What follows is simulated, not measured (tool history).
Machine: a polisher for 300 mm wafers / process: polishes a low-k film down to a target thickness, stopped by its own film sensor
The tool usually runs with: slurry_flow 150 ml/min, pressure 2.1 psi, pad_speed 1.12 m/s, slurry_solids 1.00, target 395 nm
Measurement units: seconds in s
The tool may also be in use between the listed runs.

run	day	slurry_flow	pressure	pad_speed	slurry_solids	target	wafers since the last listed run	wafers polished on this pad	hours since the slurry nozzle was cleaned	hours since the head pressure was calibrated	hours since the slurry blender was calibrated	hours since the conditioning disc was replaced	incoming thickness of the incoming film, nm	seconds
1	0.000	150	2.1	1.12	1.00	395	0	519	361.8	684.6	373.0	298.4	469.3	143.9
# day 0.875: head pressure recalibrated
# day 1.662: conditioning disc replaced and pad reconditioned
2	2.175	150	2.1	1.12	1.20	395	344	863	414.0	31.2	425.2	12.3	469.3	126.1
3	4.967	150	2.1	1.12	1.20	395	478	1342	481.0	98.2	492.2	79.3	465.9	119.5
# day 5.446: slurry blender recalibrated
# day 5.746: worn pad replaced by a new one
4	6.883	150	2.1	1.12	1.00	380	285	194	527.0	144.2	34.5	125.3	469.2	164.8
5	8.679	150	1.6	1.12	1.00	395	308	503	570.1	187.3	77.6	168.4	465.5	165.6
6	11.312	150	1.6	1.12	1.00	395	451	954	633.3	250.5	140.8	231.6	459.4	154.2
7	13.004	150	1.6	1.12	1.00	395	290	1245	673.9	291.1	181.4	272.2	469.2	181.1
# day 14.971: conditioning disc replaced and pad reconditioned
# day 15.029: slurry nozzle cleaned
8	15.279	170	1.6	1.12	1.00	395	368	1614	6.0	345.7	236.0	7.4	470.6	184.3
# day 15.783: worn pad replaced by a new one
9	17.450	170	1.6	1.12	1.00	395	343	285	58.1	397.8	288.1	59.5	464.7	170.9
10	19.150	170	1.6	1.12	1.00	395	291	577	98.9	438.6	328.9	100.3	470.1	182.5
11	20.833	150	2.1	1.12	1.00	395	288	866	139.3	479.0	369.3	140.7	470.5	150.3
12	22.225	150	2.1	1.12	1.00	383	238	1105	172.7	512.4	402.7	174.1	465.4	169.4
# day 23.329: conditioning disc replaced and pad reconditioned, repeated, since the last time left the tool worse
13	24.004	150	2.1	1.12	1.00	395	290	1396	215.4	555.1	445.4	16.2	471.3	138.5
# day 24.354: worn pad replaced by a new one
14	26.129	150	2.1	1.12	1.00	395	335	304	266.4	606.1	496.4	67.2	470.3	138.1
# day 27.758: slurry blender recalibrated
15	27.950	150	2.1	1.12	1.00	395	298	602	310.1	649.8	4.6	110.9	476.8	148.5
16	30.788	150	2.7	1.12	1.15	395	486	1089	378.2	717.9	72.7	179.0	473.3	108.7
17	32.562	125	2.7	1.12	1.00	395	304	1394	420.8	760.5	115.3	221.6	475.7	122.7
# day 34.079: worn pad replaced by a new one
18	34.188	150	2.3	1.12	1.00	395	250	18	459.8	799.5	154.3	260.6	471.4	134.1
# day 34.654: head pressure recalibrated
19	35.217	150	2.3	1.12	1.00	395	162	180	484.5	13.5	179.0	285.3	459.8	111.9
20	36.471	150	1.5	1.12	1.25	395	215	395	514.6	43.6	209.1	315.4	470.1	175.6
# day 37.075: conditioning disc replaced and pad reconditioned
21	42.867	200	2.1	1.12	0.85	395	1083	1478	668.1	197.1	362.6	139.0	470.6	141.7
# day 43.671: worn pad replaced by a new one
22	44.542	180	2.1	1.12	1.25	395	258	149	708.3	237.3	402.8	179.2	476.8	133.7

5 ways to go on from here, each from the tool as it stands after run 22. What would each give?
A	44.562	150	2.1	1.52	1.00	395	3	153	708.8	237.8	403.3	179.7	466.6	?
B	44.562	125	2.8	1.48	0.90	395	3	153	708.8	237.8	403.3	179.7	466.6	?
C	44.562	150	1.7	1.12	1.15	395	3	153	708.8	237.8	403.3	179.7	466.6	?
D	44.562	150	2.7	1.12	1.10	395	3	153	708.8	237.8	403.3	179.7	466.6	?
E	44.562	165	2.1	1.12	1.00	410	3	153	708.8	237.8	403.3	179.7	466.6	?

run	seconds
A	104.9
B	88.9
C	151.4
D	102.5
E	103.9
Stripped of hidden state, with their random variation kept, the same runs would have yielded:
run	seconds
A	101.9
B	85.7
C	148.6
D	99.7
E	101.6

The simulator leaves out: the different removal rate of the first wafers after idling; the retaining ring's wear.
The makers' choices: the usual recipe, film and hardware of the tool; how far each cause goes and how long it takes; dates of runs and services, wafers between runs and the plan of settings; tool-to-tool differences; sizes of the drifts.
